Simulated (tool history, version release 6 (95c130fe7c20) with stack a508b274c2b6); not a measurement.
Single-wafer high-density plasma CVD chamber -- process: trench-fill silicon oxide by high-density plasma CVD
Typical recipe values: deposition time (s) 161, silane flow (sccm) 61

run	hour	deposition time (s)	silane flow (sccm)	wafers since the last listed run	hours since the silane flow controller was replaced	hours since the gauge calibration	read-back reference wafer on the same gauge, thickness_nm	mean film thickness on the monitor wafer (Å)
1	0.0	161	61	0	2680.1	297.0	936.009	10342.30
2	64.8	161	61	673	2744.9	361.8	934.871	10330.56
3	258.1	161	61	2009	2938.2	555.1	935.228	10479.39
4	375.5	161	61	1220	3055.6	672.5	935.610	10460.85
5	468.6	161	61	968	3148.7	765.6	934.735	10416.99
6	536.1	161	61	701	3216.2	833.1	935.004	10431.80
7	626.8	140	61	943	3306.9	923.8	935.307	9131.94
8	698.4	161	61	744	3378.5	995.4	935.284	10515.09
9	791.8	161	61	971	3471.9	1088.8	934.253	10424.51
10	836.0	161	61	459	3516.1	1133.0	935.725	10524.93
11	877.8	142	61	434	3557.9	1174.8	935.059	9283.70
12	930.1	142	61	543	3610.2	1227.1	934.702	9381.92
# hour 951.3: gauge calibrated
13	1032.0	161	61	1059	3712.1	80.7	935.108	10498.52
14	1137.9	133	67	1101	3818.0	186.6	934.685	9521.30

What will run 15 give?
15	1174.3	185	50	378	3854.4	223.0	?	?

{"run 15": {"read-back reference wafer on the same gauge, thickness_nm": 935.161, "mean film thickness on the monitor wafer (Å)": 9882.82}}
With no hidden state in the tool, this same run would have given mean film thickness on the monitor wafer (Å) 9307.07.
